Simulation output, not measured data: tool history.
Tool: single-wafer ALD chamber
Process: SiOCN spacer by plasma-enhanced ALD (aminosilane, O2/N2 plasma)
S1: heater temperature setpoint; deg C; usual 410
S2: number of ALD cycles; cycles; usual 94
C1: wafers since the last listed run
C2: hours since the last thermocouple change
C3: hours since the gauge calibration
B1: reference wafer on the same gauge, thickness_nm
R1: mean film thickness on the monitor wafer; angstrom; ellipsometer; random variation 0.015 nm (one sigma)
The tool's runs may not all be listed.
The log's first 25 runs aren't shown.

| run | day | S1 | S2 | C1 | C2 | C3 | B1 | R1 |
|---|---|---|---|---|---|---|---|---|
| 26 | 13.438 | 398 | 77 | 16 | 161.1 | 112.2 | 6.86 | 49.52 |
| 27 | 13.825 | 410 | 94 | 23 | 170.4 | 121.5 | 6.856 | 58.63 |
| 28 | 14.471 | 410 | 107 | 38 | 185.9 | 137 | 6.853 | 66.84 |
| 29 | 14.825 | 417 | 94 | 21 | 194.4 | 145.5 | 6.848 | 57.31 |
| 30 | 15.417 | 400 | 111 | 35 | 208.6 | 159.7 | 6.849 | 71.55 |
| 31 | 15.679 | 396 | 99 | 15 | 214.9 | 166 | 6.839 | 63.74 |
| 32 | 16.346 | 423 | 112 | 39 | 230.9 | 182 | 6.843 | 67.04 |
| 33 | 16.942 | 423 | 84 | 35 | 245.2 | 196.3 | 6.836 | 50.3 |
| 34 | 17.204 | 410 | 94 | 15 | 251.5 | 202.6 | 6.835 | 58.49 |
| 35 | 17.7 | 405 | 108 | 29 | 263.4 | 214.5 | 6.833 | 68.23 |
| 36 | 18.042 | 410 | 94 | 20 | 271.6 | 222.7 | 6.828 | 58.62 |
| 37 | 18.342 | 410 | 81 | 17 | 278.8 | 229.9 | 6.833 | 50.24 |
| 38 | 19.067 | 410 | 94 | 43 | 296.2 | 247.3 | 6.83 | 58.28 |
| 39 | 19.504 | 410 | 83 | 26 | 306.7 | 257.8 | 6.812 | 51.61 |
| 40 | 19.946 | 402 | 85 | 26 | 317.3 | 268.4 | 6.812 | 54.25 |
| 41 | 22.183 | 405 | 105 | 133 | 371 | 322.1 | 6.799 | 66.33 |

4 ways to go on from here, each from the tool as it stands after run 41. What would each give?
| A | 22.208 | 410 | 94 | 1 | 371.6 | 322.7 | ? | ? |
| B | 22.208 | 397 | 87 | 1 | 371.6 | 322.7 | ? | ? |
| C | 22.208 | 423 | 106 | 1 | 371.6 | 322.7 | ? | ? |
| D | 22.208 | 414 | 107 | 1 | 371.6 | 322.7 | ? | ? |

| run | B1 | R1 |
|---|---|---|
| A | 6.798 | 58.5 |
| B | 6.798 | 55.82 |
| C | 6.798 | 63.1 |
| D | 6.798 | 65.7 |
Without the tool's hidden state the same runs would have given:
| run | R1 |
|---|---|
| A | 59.35 |
| B | 56.63 |
| C | 64.02 |
| D | 66.65 |

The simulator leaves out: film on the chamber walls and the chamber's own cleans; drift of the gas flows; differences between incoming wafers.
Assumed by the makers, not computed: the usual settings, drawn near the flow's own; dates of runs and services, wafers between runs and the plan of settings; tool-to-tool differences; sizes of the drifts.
